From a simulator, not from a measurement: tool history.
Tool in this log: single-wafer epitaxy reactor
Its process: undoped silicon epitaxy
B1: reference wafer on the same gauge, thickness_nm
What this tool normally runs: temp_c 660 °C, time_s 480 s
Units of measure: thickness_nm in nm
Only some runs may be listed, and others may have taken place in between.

{"run": 1, "day": 0.0, "temp_c": 660, "time_s": 480, "B1": 119.983, "thickness_nm": 110.512}
{"run": 2, "day": 1.925, "temp_c": 660, "time_s": 505, "B1": 119.921, "thickness_nm": 115.763}
{"run": 3, "day": 5.808, "temp_c": 660, "time_s": 505, "B1": 119.974, "thickness_nm": 116.668}
{"run": 4, "day": 9.638, "temp_c": 660, "time_s": 480, "B1": 119.867, "thickness_nm": 110.355}
{"run": 5, "day": 12.004, "temp_c": 660, "time_s": 480, "B1": 119.892, "thickness_nm": 111.28}
{"run": 6, "day": 14.812, "temp_c": 660, "time_s": 480, "B1": 119.949, "thickness_nm": 111.054}
{"run": 7, "day": 18.646, "temp_c": 660, "time_s": 480, "B1": 120.02, "thickness_nm": 110.929}
{"run": 8, "day": 21.471, "temp_c": 660, "time_s": 480, "B1": 119.979, "thickness_nm": 110.933}
{"run": 9, "day": 25.875, "temp_c": 660, "time_s": 480, "B1": 120.09, "thickness_nm": 111.345}
{"day": 28.933, "done": "gauge calibrated"}
{"run": 10, "day": 37.604, "temp_c": 660, "time_s": 480, "B1": 119.843, "thickness_nm": 111.035}
{"run": 11, "day": 39.579, "temp_c": 660, "time_s": 480, "B1": 120.065, "thickness_nm": 112.263}
{"day": 42.783, "done": "pyrometer calibrated"}
{"run": 12, "day": 51.025, "temp_c": 660, "time_s": 505, "B1": 120.093, "thickness_nm": 111.872}
{"run": 13, "day": 52.542, "temp_c": 652, "time_s": 518, "B1": 120.199, "thickness_nm": 94.257}
{"run": 14, "day": 55.767, "temp_c": 671, "time_s": 563, "B1": 120.03, "thickness_nm": 163.919}
{"run": 15, "day": 60.121, "temp_c": 660, "time_s": 480, "B1": 120.098, "thickness_nm": 108.58}
{"run": 16, "day": 62.242, "temp_c": 667, "time_s": 564, "B1": 119.973, "thickness_nm": 152.061}
{"run": 17, "day": 65.65, "temp_c": 668, "time_s": 433, "B1": 119.997, "thickness_nm": 118.327}
{"run": 18, "day": 67.983, "temp_c": 649, "time_s": 387, "B1": 120.142, "thickness_nm": 67.238}
{"run": 19, "day": 71.842, "temp_c": 654, "time_s": 480, "B1": 120.111, "thickness_nm": 94.791}

A few steps of thickness_nm between consecutive runs. Split each: what settings, incoming material and random variation would produce without the hidden state, and what is left over for the hidden state, along with gauge scatter present in only one of the two compared results (measured, and without hidden state):
The hidden state here: wafer temperature above the value expected at the setpoint (K); gauge reads high (%).
Run 11 -> 12: time_s 480 -> 505, pyrometer calibrated. thickness_nm -0.391 nm: hidden state -5.319, all else +4.928.
Run 13 -> 14: temp_c 652 -> 671, time_s 518 -> 563. thickness_nm +69.662 nm: hidden state +2.723, all else +66.939.
